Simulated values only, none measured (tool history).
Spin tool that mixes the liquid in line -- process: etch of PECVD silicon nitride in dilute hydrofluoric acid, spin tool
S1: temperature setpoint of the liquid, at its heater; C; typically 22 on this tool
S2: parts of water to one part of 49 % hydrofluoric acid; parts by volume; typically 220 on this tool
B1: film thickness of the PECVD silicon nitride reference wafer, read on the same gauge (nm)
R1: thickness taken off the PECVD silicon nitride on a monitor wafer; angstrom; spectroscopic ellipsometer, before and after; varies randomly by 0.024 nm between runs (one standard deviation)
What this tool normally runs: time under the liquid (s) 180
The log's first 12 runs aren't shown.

{"run": 13, "hour": 972.6, "S1": 22, "S2": 220, "time under the liquid (s)": 180, "B1": 49.959, "R1": 41.76}
{"run": 14, "hour": 1012.7, "S1": 22, "S2": 220, "time under the liquid (s)": 180, "B1": 50, "R1": 41.97}
{"run": 15, "hour": 1096.7, "S1": 18, "S2": 145, "time under the liquid (s)": 110, "B1": 50.007, "R1": 29.7}
{"run": 16, "hour": 1199.9, "S1": 18, "S2": 220, "time under the liquid (s)": 135, "B1": 49.975, "R1": 24.23}
{"hour": 1249.5, "done": "gauge calibrated"}
{"run": 17, "hour": 1256.8, "S1": 22, "S2": 220, "time under the liquid (s)": 180, "B1": 50.002, "R1": 42.22}
{"run": 18, "hour": 1362.3, "S1": 20.5, "S2": 270, "time under the liquid (s)": 285, "B1": 50.005, "R1": 49.4}
{"run": 19, "hour": 1437.2, "S1": 22, "S2": 220, "time under the liquid (s)": 285, "B1": 50.038, "R1": 67.79}
{"run": 20, "hour": 1542.5, "S1": 22, "S2": 135, "time under the liquid (s)": 180, "B1": 49.989, "R1": 68.5}
{"run": 21, "hour": 1592.1, "S1": 22, "S2": 310, "time under the liquid (s)": 180, "B1": 49.978, "R1": 30.7}
{"hour": 1613.9, "done": "hydrofluoric acid flow meter replaced"}
{"run": 22, "hour": 1636.7, "S1": 17.5, "S2": 260, "time under the liquid (s)": 180, "B1": 49.972, "R1": 24.87}
{"run": 23, "hour": 1740.7, "S1": 20, "S2": 170, "time under the liquid (s)": 230, "B1": 49.976, "R1": 57.42}
{"run": 24, "hour": 1819.1, "S1": 19, "S2": 220, "time under the liquid (s)": 180, "B1": 50.027, "R1": 32.52}
{"run": 25, "hour": 1921.9, "S1": 27, "S2": 220, "time under the liquid (s)": 180, "B1": 49.979, "R1": 54.24}
{"run": 26, "hour": 2035.3, "S1": 19.5, "S2": 165, "time under the liquid (s)": 100, "B1": 49.976, "R1": 25}
{"run": 27, "hour": 2119.6, "S1": 23.5, "S2": 220, "time under the liquid (s)": 180, "B1": 50.001, "R1": 44.19}
{"run": 28, "hour": 2211.3, "S1": 22, "S2": 220, "time under the liquid (s)": 240, "B1": 50.016, "R1": 53.88}
{"run": 29, "hour": 2275.1, "S1": 22, "S2": 220, "time under the liquid (s)": 180, "B1": 50.006, "R1": 40.39}
{"run": 30, "hour": 2329.0, "S1": 22, "S2": 220, "time under the liquid (s)": 180, "B1": 49.985, "R1": 40.21}
{"run": 31, "hour": 2404.8, "S1": 26.5, "S2": 155, "time under the liquid (s)": 110, "B1": 49.979, "R1": 46.8}
{"run": 32, "hour": 2664.6, "S1": 22, "S2": 220, "time under the liquid (s)": 180, "B1": 50.037, "R1": 40.99}

Forecast each of these 4 alternatives for the next run:
{"run": "A", "hour": 2665.1, "S1": 22, "S2": 220, "time under the liquid (s)": 180, "B1": "?", "R1": "?"}
{"run": "B", "hour": 2665.1, "S1": 22, "S2": 220, "time under the liquid (s)": 225, "B1": "?", "R1": "?"}
{"run": "C", "hour": 2665.1, "S1": 20, "S2": 325, "time under the liquid (s)": 135, "B1": "?", "R1": "?"}
{"run": "D", "hour": 2665.1, "S1": 18, "S2": 305, "time under the liquid (s)": 180, "B1": "?", "R1": "?"}

run=A B1=50.019 R1=40.35
run=B B1=50.019 R1=50.43
run=C B1=50.019 R1=18.22
run=D B1=50.019 R1=22.71
Take away the tool's hidden state, keep each run's random variation, and the runs would have read:
run=A R1=38.74
run=B R1=48.43
run=C R1=17.5
run=D R1=21.83

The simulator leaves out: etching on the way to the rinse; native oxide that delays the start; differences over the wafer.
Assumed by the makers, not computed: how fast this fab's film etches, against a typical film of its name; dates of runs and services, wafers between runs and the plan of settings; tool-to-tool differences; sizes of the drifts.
